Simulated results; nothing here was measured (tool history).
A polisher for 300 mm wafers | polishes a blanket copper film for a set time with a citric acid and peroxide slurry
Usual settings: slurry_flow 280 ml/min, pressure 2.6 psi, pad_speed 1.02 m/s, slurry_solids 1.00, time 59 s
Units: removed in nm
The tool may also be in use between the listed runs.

| run | hour | slurry_flow | pressure | pad_speed | slurry_solids | time | wafers since the last listed run | wafers polished on this pad | hours since the slurry nozzle was cleaned | hours since the head pressure was calibrated | hours since the slurry blender was calibrated | incoming thickness of the incoming film, nm | removed |
|---|---|---|---|---|---|---|---|---|---|---|---|---|---|
| 1 | 0.0 | 280 | 2.6 | 1.02 | 1.00 | 59 | 0 | 610 | 21.6 | 127.6 | 18.4 | 1119.2 | 141.7 |
| 2 | 55.2 | 280 | 2.6 | 1.02 | 1.00 | 59 | 503 | 1113 | 76.8 | 182.8 | 73.6 | 1121.4 | 138.8 |
| 3 | 120.7 | 210 | 2.6 | 1.02 | 1.10 | 59 | 597 | 1711 | 142.3 | 248.3 | 139.1 | 1113.5 | 138.6 |
| 4 | 146.7 | 210 | 2.6 | 1.02 | 1.10 | 59 | 237 | 1948 | 168.3 | 274.3 | 165.1 | 1116.5 | 140.4 |
|  | 189.7 | worn pad replaced by a new one |
| 5 | 190.6 | 280 | 2.6 | 1.02 | 1.00 | 59 | 363 | 8 | 212.2 | 318.2 | 209.0 | 1111.9 | 137.3 |
|  | 242.4 | slurry nozzle cleaned |
| 6 | 275.5 | 280 | 2.6 | 1.02 | 1.00 | 59 | 765 | 773 | 33.1 | 403.1 | 293.9 | 1115.7 | 135.1 |
| 7 | 308.7 | 280 | 2.6 | 1.02 | 1.00 | 59 | 302 | 1076 | 66.3 | 436.3 | 327.1 | 1115.5 | 133.5 |
| 8 | 369.8 | 280 | 2.6 | 1.02 | 1.00 | 59 | 557 | 1633 | 127.4 | 497.4 | 388.2 | 1139.1 | 128.1 |
| 9 | 417.4 | 280 | 2.6 | 1.02 | 1.00 | 59 | 434 | 2067 | 175.0 | 545.0 | 435.8 | 1130.0 | 123.9 |
|  | 457.1 | slurry blender recalibrated |
| 10 | 484.7 | 280 | 2.6 | 1.02 | 1.00 | 59 | 595 | 2662 | 242.3 | 612.3 | 27.6 | 1120.8 | 142.0 |
|  | 509.1 | slurry nozzle cleaned |
|  | 531.3 | worn pad replaced by a new one |
| 11 | 534.7 | 280 | 2.6 | 1.02 | 1.00 | 59 | 410 | 31 | 25.6 | 662.3 | 77.6 | 1140.1 | 139.7 |
| 12 | 585.5 | 280 | 2.6 | 1.02 | 1.00 | 59 | 463 | 494 | 76.4 | 713.1 | 128.4 | 1124.6 | 140.9 |
| 13 | 630.7 | 280 | 2.6 | 1.02 | 1.00 | 59 | 412 | 906 | 121.6 | 758.3 | 173.6 | 1134.6 | 138.3 |
| 14 | 654.9 | 280 | 2.6 | 1.02 | 1.00 | 59 | 220 | 1127 | 145.8 | 782.5 | 197.8 | 1126.3 | 138.8 |
| 15 | 692.3 | 280 | 3.4 | 1.02 | 1.15 | 42 | 341 | 1468 | 183.2 | 819.9 | 235.2 | 1120.4 | 121.8 |
| 16 | 719.7 | 280 | 2.6 | 1.02 | 1.00 | 59 | 249 | 1718 | 210.6 | 847.3 | 262.6 | 1125.6 | 135.3 |
| 17 | 778.5 | 240 | 2.9 | 1.14 | 1.00 | 66 | 536 | 2254 | 269.4 | 906.1 | 321.4 | 1141.3 | 171.6 |
|  | 817.7 | worn pad replaced by a new one |
|  | 832.7 | slurry nozzle cleaned |
| 18 | 910.4 | 355 | 2.9 | 1.26 | 1.00 | 74 | 1157 | 836 | 77.7 | 1038.0 | 453.3 | 1114.9 | 203.6 |
|  | 919.3 | slurry blender recalibrated |
|  | 945.5 | head pressure recalibrated |
| 19 | 965.8 | 280 | 2.6 | 1.02 | 1.00 | 59 | 468 | 1304 | 133.1 | 20.3 | 46.5 | 1103.5 | 140.7 |
| 20 | 1001.3 | 220 | 3.2 | 1.12 | 1.00 | 59 | 323 | 1628 | 168.6 | 55.8 | 82.0 | 1124.2 | 169.0 |

Forecast run 21:
|  | 1118.9 | worn pad replaced by a new one |
| 21 | 1163.2 | 280 | 2.6 | 1.12 | 1.00 | 59 | 1439 | 404 | 330.5 | 217.7 | 243.9 | 1120.3 | ? |

Run 21 gave removed 148.3 nm.
Without the tool's hidden state the same run would have given removed 154.5 nm.
